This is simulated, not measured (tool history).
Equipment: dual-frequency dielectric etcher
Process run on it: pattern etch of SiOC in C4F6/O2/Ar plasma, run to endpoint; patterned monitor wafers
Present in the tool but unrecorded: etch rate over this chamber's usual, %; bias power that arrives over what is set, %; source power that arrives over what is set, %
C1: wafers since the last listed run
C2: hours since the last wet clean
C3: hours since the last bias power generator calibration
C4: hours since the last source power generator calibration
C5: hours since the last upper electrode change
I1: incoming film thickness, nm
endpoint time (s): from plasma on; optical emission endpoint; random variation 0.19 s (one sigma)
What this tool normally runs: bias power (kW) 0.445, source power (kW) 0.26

{"run": 1, "hour": 0.0, "bias power (kW)": 0.493, "source power (kW)": 0.26, "C1": 0, "C2": 370.5, "C3": 1899.9, "C4": 3175.6, "C5": 4758.8, "I1": 50.6, "endpoint time (s)": 22.1}
{"run": 2, "hour": 19.3, "bias power (kW)": 0.445, "source power (kW)": 0.26, "C1": 258, "C2": 389.8, "C3": 1919.2, "C4": 3194.9, "C5": 4778.1, "I1": 50.8, "endpoint time (s)": 23.3}
{"run": 3, "hour": 50.6, "bias power (kW)": 0.445, "source power (kW)": 0.26, "C1": 419, "C2": 421.1, "C3": 1950.5, "C4": 3226.2, "C5": 4809.4, "I1": 50.4, "endpoint time (s)": 23.1}
{"run": 4, "hour": 70.2, "bias power (kW)": 0.445, "source power (kW)": 0.26, "C1": 262, "C2": 440.7, "C3": 1970.1, "C4": 3245.8, "C5": 4829, "I1": 51.3, "endpoint time (s)": 23.3}
{"run": 5, "hour": 89.2, "bias power (kW)": 0.445, "source power (kW)": 0.26, "C1": 254, "C2": 459.7, "C3": 1989.1, "C4": 3264.8, "C5": 4848, "I1": 50.6, "endpoint time (s)": 23.5}
{"hour": 130.7, "done": "wet clean of the chamber"}
{"run": 6, "hour": 131.2, "bias power (kW)": 0.445, "source power (kW)": 0.26, "C1": 241, "C2": 0.5, "C3": 2031.1, "C4": 3306.8, "C5": 4890, "I1": 50.4, "endpoint time (s)": 22.2}
{"run": 7, "hour": 135.0, "bias power (kW)": 0.445, "source power (kW)": 0.26, "C1": 50, "C2": 4.3, "C3": 2034.9, "C4": 3310.6, "C5": 4893.8, "I1": 51.1, "endpoint time (s)": 22.5}
{"run": 8, "hour": 169.2, "bias power (kW)": 0.445, "source power (kW)": 0.26, "C1": 457, "C2": 38.5, "C3": 2069.1, "C4": 3344.8, "C5": 4928, "I1": 50.3, "endpoint time (s)": 22.3}
{"run": 9, "hour": 190.1, "bias power (kW)": 0.411, "source power (kW)": 0.27, "C1": 279, "C2": 59.4, "C3": 2090, "C4": 3365.7, "C5": 4948.9, "I1": 50.6, "endpoint time (s)": 22.7}
{"run": 10, "hour": 202.5, "bias power (kW)": 0.445, "source power (kW)": 0.26, "C1": 166, "C2": 71.8, "C3": 2102.4, "C4": 3378.1, "C5": 4961.3, "I1": 50.8, "endpoint time (s)": 22.6}
{"run": 11, "hour": 231.4, "bias power (kW)": 0.445, "source power (kW)": 0.26, "C1": 386, "C2": 100.7, "C3": 2131.3, "C4": 3407, "C5": 4990.2, "I1": 50.1, "endpoint time (s)": 22.1}
{"run": 12, "hour": 263.2, "bias power (kW)": 0.445, "source power (kW)": 0.26, "C1": 425, "C2": 132.5, "C3": 2163.1, "C4": 3438.8, "C5": 5022, "I1": 50.5, "endpoint time (s)": 22.7}
{"hour": 288.5, "done": "upper electrode replaced"}
{"run": 13, "hour": 289.9, "bias power (kW)": 0.445, "source power (kW)": 0.28, "C1": 36, "C2": 159.2, "C3": 2189.8, "C4": 3465.5, "C5": 1.4, "I1": 50.5, "endpoint time (s)": 22}
{"run": 14, "hour": 310.0, "bias power (kW)": 0.445, "source power (kW)": 0.21, "C1": 269, "C2": 179.3, "C3": 2209.9, "C4": 3485.6, "C5": 21.5, "I1": 50.8, "endpoint time (s)": 24.5}
{"hour": 328.9, "done": "bias power generator calibrated"}
{"run": 15, "hour": 344.9, "bias power (kW)": 0.445, "source power (kW)": 0.28, "C1": 413, "C2": 214.2, "C3": 16, "C4": 3520.5, "C5": 56.4, "I1": 50.6, "endpoint time (s)": 22.3}
{"run": 16, "hour": 372.3, "bias power (kW)": 0.521, "source power (kW)": 0.24, "C1": 366, "C2": 241.6, "C3": 43.4, "C4": 3547.9, "C5": 83.8, "I1": 51.2, "endpoint time (s)": 22.1}
{"run": 17, "hour": 407.8, "bias power (kW)": 0.445, "source power (kW)": 0.26, "C1": 475, "C2": 277.1, "C3": 78.9, "C4": 3583.4, "C5": 119.3, "I1": 50.4, "endpoint time (s)": 22.7}
{"run": 18, "hour": 432.0, "bias power (kW)": 0.378, "source power (kW)": 0.22, "C1": 324, "C2": 301.3, "C3": 103.1, "C4": 3607.6, "C5": 143.5, "I1": 50.2, "endpoint time (s)": 25.4}
{"hour": 440.8, "done": "source power generator calibrated"}
{"run": 19, "hour": 463.1, "bias power (kW)": 0.337, "source power (kW)": 0.29, "C1": 362, "C2": 332.4, "C3": 134.2, "C4": 22.3, "C5": 174.6, "I1": 50.3, "endpoint time (s)": 24.5}
{"run": 20, "hour": 490.4, "bias power (kW)": 0.348, "source power (kW)": 0.23, "C1": 365, "C2": 359.7, "C3": 161.5, "C4": 49.6, "C5": 201.9, "I1": 50.3, "endpoint time (s)": 25.7}
{"run": 21, "hour": 510.0, "bias power (kW)": 0.487, "source power (kW)": 0.26, "C1": 262, "C2": 379.3, "C3": 181.1, "C4": 69.2, "C5": 221.5, "I1": 50.1, "endpoint time (s)": 22.3}
{"hour": 548.8, "done": "wet clean of the chamber"}
{"run": 22, "hour": 549.3, "bias power (kW)": 0.445, "source power (kW)": 0.29, "C1": 204, "C2": 0.5, "C3": 220.4, "C4": 108.5, "C5": 260.8, "I1": 49.9, "endpoint time (s)": 21}
{"run": 23, "hour": 559.8, "bias power (kW)": 0.445, "source power (kW)": 0.26, "C1": 140, "C2": 11, "C3": 230.9, "C4": 119, "C5": 271.3, "I1": 50.9, "endpoint time (s)": 21.8}
{"run": 24, "hour": 582.0, "bias power (kW)": 0.545, "source power (kW)": 0.21, "C1": 297, "C2": 33.2, "C3": 253.1, "C4": 141.2, "C5": 293.5, "I1": 51.1, "endpoint time (s)": 22.1}
{"run": 25, "hour": 606.4, "bias power (kW)": 0.445, "source power (kW)": 0.26, "C1": 326, "C2": 57.6, "C3": 277.5, "C4": 165.6, "C5": 317.9, "I1": 50.5, "endpoint time (s)": 21.9}
{"run": 26, "hour": 619.3, "bias power (kW)": 0.539, "source power (kW)": 0.22, "C1": 172, "C2": 70.5, "C3": 290.4, "C4": 178.5, "C5": 330.8, "I1": 50.6, "endpoint time (s)": 21.8}
{"run": 27, "hour": 633.1, "bias power (kW)": 0.36, "source power (kW)": 0.2, "C1": 184, "C2": 84.3, "C3": 304.2, "C4": 192.3, "C5": 344.6, "I1": 50.2, "endpoint time (s)": 25.1}
{"run": 28, "hour": 657.3, "bias power (kW)": 0.445, "source power (kW)": 0.26, "C1": 324, "C2": 108.5, "C3": 328.4, "C4": 216.5, "C5": 368.8, "I1": 51.2, "endpoint time (s)": 22.6}
{"run": 29, "hour": 681.6, "bias power (kW)": 0.445, "source power (kW)": 0.26, "C1": 325, "C2": 132.8, "C3": 352.7, "C4": 240.8, "C5": 393.1, "I1": 51, "endpoint time (s)": 22.7}
{"run": 30, "hour": 716.8, "bias power (kW)": 0.548, "source power (kW)": 0.21, "C1": 471, "C2": 168, "C3": 387.9, "C4": 276, "C5": 428.3, "I1": 50.7, "endpoint time (s)": 22.3}
{"run": 31, "hour": 740.9, "bias power (kW)": 0.521, "source power (kW)": 0.26, "C1": 322, "C2": 192.1, "C3": 412, "C4": 300.1, "C5": 452.4, "I1": 50.3, "endpoint time (s)": 21.2}
{"run": 32, "hour": 755.3, "bias power (kW)": 0.526, "source power (kW)": 0.22, "C1": 192, "C2": 206.5, "C3": 426.4, "C4": 314.5, "C5": 466.8, "I1": 50.4, "endpoint time (s)": 21.8}
{"run": 33, "hour": 785.8, "bias power (kW)": 0.49, "source power (kW)": 0.29, "C1": 408, "C2": 237, "C3": 456.9, "C4": 345, "C5": 497.3, "I1": 50.7, "endpoint time (s)": 21.3}
{"run": 34, "hour": 816.9, "bias power (kW)": 0.445, "source power (kW)": 0.26, "C1": 416, "C2": 268.1, "C3": 488, "C4": 376.1, "C5": 528.4, "I1": 50.9, "endpoint time (s)": 23.1}
{"run": 35, "hour": 837.7, "bias power (kW)": 0.445, "source power (kW)": 0.23, "C1": 278, "C2": 288.9, "C3": 508.8, "C4": 396.9, "C5": 549.2, "I1": 50.8, "endpoint time (s)": 23.5}
{"run": 36, "hour": 860.8, "bias power (kW)": 0.405, "source power (kW)": 0.23, "C1": 309, "C2": 312, "C3": 531.9, "C4": 420, "C5": 572.3, "I1": 50.8, "endpoint time (s)": 24.4}

Consider 3 possible next runs. They are alternatives, not a sequence: every one starts from the tool as it was left by run 36. What does each give?
{"run": "A", "hour": 861.2, "bias power (kW)": 0.445, "source power (kW)": 0.26, "C1": 5, "C2": 312.4, "C3": 532.3, "C4": 420.4, "C5": 572.7, "I1": 50.3, "endpoint time (s)": "?"}
{"run": "B", "hour": 861.2, "bias power (kW)": 0.484, "source power (kW)": 0.24, "C1": 5, "C2": 312.4, "C3": 532.3, "C4": 420.4, "C5": 572.7, "I1": 50.3, "endpoint time (s)": "?"}
{"run": "C", "hour": 861.2, "bias power (kW)": 0.531, "source power (kW)": 0.26, "C1": 5, "C2": 312.4, "C3": 532.3, "C4": 420.4, "C5": 572.7, "I1": 50.3, "endpoint time (s)": "?"}

run=A endpoint_time_(s)=22.7
run=B endpoint_time_(s)=22.5
run=C endpoint_time_(s)=21.4
With no hidden state in the tool, these same runs would have given:
run=A endpoint_time_(s)=22.1
run=B endpoint_time_(s)=21.9
run=C endpoint_time_(s)=20.7

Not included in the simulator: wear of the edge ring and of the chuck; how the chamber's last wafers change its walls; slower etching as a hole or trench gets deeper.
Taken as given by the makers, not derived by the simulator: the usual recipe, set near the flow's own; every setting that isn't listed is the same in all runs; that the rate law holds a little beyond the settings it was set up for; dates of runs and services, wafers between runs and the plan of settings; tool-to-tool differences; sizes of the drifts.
